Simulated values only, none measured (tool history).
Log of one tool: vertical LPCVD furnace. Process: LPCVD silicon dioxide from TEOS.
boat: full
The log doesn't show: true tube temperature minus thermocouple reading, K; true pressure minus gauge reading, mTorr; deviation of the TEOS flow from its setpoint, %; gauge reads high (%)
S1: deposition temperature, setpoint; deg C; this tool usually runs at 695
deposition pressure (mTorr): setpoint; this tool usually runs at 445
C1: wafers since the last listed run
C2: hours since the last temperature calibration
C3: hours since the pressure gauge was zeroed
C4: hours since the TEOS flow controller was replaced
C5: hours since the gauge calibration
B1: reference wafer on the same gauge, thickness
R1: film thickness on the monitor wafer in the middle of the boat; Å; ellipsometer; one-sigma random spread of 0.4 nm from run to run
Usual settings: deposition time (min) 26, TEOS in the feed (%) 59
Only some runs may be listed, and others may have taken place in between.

{"run": 1, "day": 0.0, "S1": 695, "deposition pressure (mTorr)": 445, "deposition time (min)": 26, "TEOS in the feed (%)": 59, "C1": 0, "C2": 2303.7, "C3": 3267.1, "C4": 4277, "C5": 528.3, "B1": 171.03, "R1": 1998.8}
{"run": 2, "day": 1.133, "S1": 695, "deposition pressure (mTorr)": 445, "deposition time (min)": 26, "TEOS in the feed (%)": 59, "C1": 562, "C2": 2330.9, "C3": 3294.3, "C4": 4304.2, "C5": 555.5, "B1": 171.09, "R1": 2007.7}
{"run": 3, "day": 2.317, "S1": 695, "deposition pressure (mTorr)": 445, "deposition time (min)": 26, "TEOS in the feed (%)": 59, "C1": 586, "C2": 2359.3, "C3": 3322.7, "C4": 4332.6, "C5": 583.9, "B1": 171.07, "R1": 2004.1}
{"run": 4, "day": 2.821, "S1": 695, "deposition pressure (mTorr)": 445, "deposition time (min)": 26, "TEOS in the feed (%)": 59, "C1": 250, "C2": 2371.4, "C3": 3334.8, "C4": 4344.7, "C5": 596, "B1": 170.97, "R1": 2003.9}
{"run": 5, "day": 3.392, "S1": 698, "deposition pressure (mTorr)": 380, "deposition time (min)": 26, "TEOS in the feed (%)": 59, "C1": 283, "C2": 2385.1, "C3": 3348.5, "C4": 4358.4, "C5": 609.7, "B1": 171.02, "R1": 1989.4}
{"run": 6, "day": 4.629, "S1": 698, "deposition pressure (mTorr)": 380, "deposition time (min)": 26, "TEOS in the feed (%)": 59, "C1": 613, "C2": 2414.8, "C3": 3378.2, "C4": 4388.1, "C5": 639.4, "B1": 171, "R1": 1993.1}
{"run": 7, "day": 5.633, "S1": 698, "deposition pressure (mTorr)": 380, "deposition time (min)": 26, "TEOS in the feed (%)": 59, "C1": 498, "C2": 2438.9, "C3": 3402.3, "C4": 4412.2, "C5": 663.5, "B1": 171.04, "R1": 1996.6}
{"run": 8, "day": 6.742, "S1": 695, "deposition pressure (mTorr)": 445, "deposition time (min)": 26, "TEOS in the feed (%)": 59, "C1": 549, "C2": 2465.5, "C3": 3428.9, "C4": 4438.8, "C5": 690.1, "B1": 171.01, "R1": 2018.4}
{"run": 9, "day": 7.683, "S1": 695, "deposition pressure (mTorr)": 445, "deposition time (min)": 26, "TEOS in the feed (%)": 59, "C1": 467, "C2": 2488.1, "C3": 3451.5, "C4": 4461.4, "C5": 712.7, "B1": 171.04, "R1": 2019.7}
{"run": 10, "day": 8.662, "S1": 695, "deposition pressure (mTorr)": 445, "deposition time (min)": 26, "TEOS in the feed (%)": 59, "C1": 485, "C2": 2511.6, "C3": 3475, "C4": 4484.9, "C5": 736.2, "B1": 171.03, "R1": 2012.8}
{"day": 10.142, "done": "thermocouples replaced and temperature profile calibrated"}
{"run": 11, "day": 10.162, "S1": 695, "deposition pressure (mTorr)": 445, "deposition time (min)": 20.5, "TEOS in the feed (%)": 59, "C1": 247, "C2": 0.5, "C3": 3511, "C4": 4520.9, "C5": 772.2, "B1": 171.04, "R1": 1469.7}
{"day": 11.675, "done": "gauge calibrated"}
{"run": 12, "day": 12.746, "S1": 695, "deposition pressure (mTorr)": 445, "deposition time (min)": 20.5, "TEOS in the feed (%)": 59, "C1": 1281, "C2": 62.5, "C3": 3573, "C4": 4582.9, "C5": 25.7, "B1": 171, "R1": 1473.7}
{"run": 13, "day": 13.946, "S1": 695, "deposition pressure (mTorr)": 445, "deposition time (min)": 20.5, "TEOS in the feed (%)": 59, "C1": 595, "C2": 91.3, "C3": 3601.8, "C4": 4611.7, "C5": 54.5, "B1": 171.08, "R1": 1472.2}
{"run": 14, "day": 14.9, "S1": 695, "deposition pressure (mTorr)": 445, "deposition time (min)": 26, "TEOS in the feed (%)": 66, "C1": 473, "C2": 114.2, "C3": 3624.7, "C4": 4634.6, "C5": 77.4, "B1": 170.87, "R1": 1986.4}
{"day": 16.154, "done": "pressure gauge zeroed"}
{"run": 15, "day": 16.175, "S1": 704, "deposition pressure (mTorr)": 340, "deposition time (min)": 26, "TEOS in the feed (%)": 59, "C1": 136, "C2": 144.8, "C3": 0.5, "C4": 4665.2, "C5": 108, "B1": 170.9, "R1": 2011}
{"day": 17.7, "done": "TEOS flow controller replaced"}
{"run": 16, "day": 17.721, "S1": 685, "deposition pressure (mTorr)": 370, "deposition time (min)": 31, "TEOS in the feed (%)": 59, "C1": 270, "C2": 181.9, "C3": 37.6, "C4": 0.5, "C5": 145.1, "B1": 171.03, "R1": 1602.5}
{"run": 17, "day": 18.817, "S1": 691, "deposition pressure (mTorr)": 360, "deposition time (min)": 18.5, "TEOS in the feed (%)": 52, "C1": 543, "C2": 208.2, "C3": 63.9, "C4": 26.8, "C5": 171.4, "B1": 170.87, "R1": 1021.6}
{"run": 18, "day": 19.608, "S1": 695, "deposition pressure (mTorr)": 395, "deposition time (min)": 18, "TEOS in the feed (%)": 59, "C1": 392, "C2": 227.2, "C3": 82.9, "C4": 45.8, "C5": 190.4, "B1": 171.01, "R1": 1219.4}
{"run": 19, "day": 20.788, "S1": 695, "deposition pressure (mTorr)": 445, "deposition time (min)": 30.5, "TEOS in the feed (%)": 70, "C1": 584, "C2": 255.5, "C3": 111.2, "C4": 74.1, "C5": 218.7, "B1": 170.98, "R1": 2403}
{"run": 20, "day": 21.408, "S1": 695, "deposition pressure (mTorr)": 540, "deposition time (min)": 26, "TEOS in the feed (%)": 59, "C1": 307, "C2": 270.4, "C3": 126.1, "C4": 89, "C5": 233.6, "B1": 170.95, "R1": 2059}
{"run": 21, "day": 24.692, "S1": 695, "deposition pressure (mTorr)": 445, "deposition time (min)": 26, "TEOS in the feed (%)": 59, "C1": 1628, "C2": 349.2, "C3": 204.9, "C4": 167.8, "C5": 312.4, "B1": 171.04, "R1": 1865.3}
{"run": 22, "day": 25.204, "S1": 695, "deposition pressure (mTorr)": 445, "deposition time (min)": 20.5, "TEOS in the feed (%)": 59, "C1": 254, "C2": 361.5, "C3": 217.2, "C4": 180.1, "C5": 324.7, "B1": 170.93, "R1": 1474.7}
{"run": 23, "day": 26.608, "S1": 695, "deposition pressure (mTorr)": 445, "deposition time (min)": 26, "TEOS in the feed (%)": 55, "C1": 696, "C2": 395.2, "C3": 250.9, "C4": 213.8, "C5": 358.4, "B1": 171, "R1": 1804}
{"run": 24, "day": 27.688, "S1": 699, "deposition pressure (mTorr)": 505, "deposition time (min)": 18, "TEOS in the feed (%)": 53, "C1": 535, "C2": 421.1, "C3": 276.8, "C4": 239.7, "C5": 384.3, "B1": 170.97, "R1": 1443.2}
{"run": 25, "day": 28.696, "S1": 695, "deposition pressure (mTorr)": 445, "deposition time (min)": 21.5, "TEOS in the feed (%)": 62, "C1": 500, "C2": 445.3, "C3": 301, "C4": 263.9, "C5": 408.5, "B1": 171.07, "R1": 1588.8}
{"run": 26, "day": 29.454, "S1": 695, "deposition pressure (mTorr)": 445, "deposition time (min)": 34.5, "TEOS in the feed (%)": 59, "C1": 376, "C2": 463.5, "C3": 319.2, "C4": 282.1, "C5": 426.7, "B1": 170.92, "R1": 2480.9}
{"run": 27, "day": 30.029, "S1": 695, "deposition pressure (mTorr)": 370, "deposition time (min)": 26, "TEOS in the feed (%)": 59, "C1": 285, "C2": 477.3, "C3": 333, "C4": 295.9, "C5": 440.5, "B1": 170.98, "R1": 1712}
{"run": 28, "day": 31.15, "S1": 695, "deposition pressure (mTorr)": 445, "deposition time (min)": 35, "TEOS in the feed (%)": 59, "C1": 555, "C2": 504.2, "C3": 359.9, "C4": 322.8, "C5": 467.4, "B1": 171.01, "R1": 2517.5}

Hidden state at the last listed run before each entry between runs and at the first one after, where it differs:
Logged between run 10 and run 11: thermocouples replaced and temperature profile calibrated (day 10.142)
  true tube temperature minus thermocouple reading, K: 3.68 -> 0.339
  what was measured, less what the result would be without the hidden state, R1: +166.3 -> +11.6 Å
Logged between run 11 and run 12: gauge calibrated (day 11.675)
  true tube temperature minus thermocouple reading, K: 0.339 -> 0.341
  what was measured, less what the result would be without the hidden state, R1: +11.6 -> +11.7 Å
Logged between run 14 and run 15: pressure gauge zeroed (day 16.154)
  true tube temperature minus thermocouple reading, K: 0.345 -> 0.349
  what was measured, less what the result would be without the hidden state, R1: +16 -> +16.2 Å
Logged between run 15 and run 16: TEOS flow controller replaced (day 17.7)
  true tube temperature minus thermocouple reading, K: 0.349 -> 0.355
  what was measured, less what the result would be without the hidden state, R1: +16.2 -> +13.5 Å

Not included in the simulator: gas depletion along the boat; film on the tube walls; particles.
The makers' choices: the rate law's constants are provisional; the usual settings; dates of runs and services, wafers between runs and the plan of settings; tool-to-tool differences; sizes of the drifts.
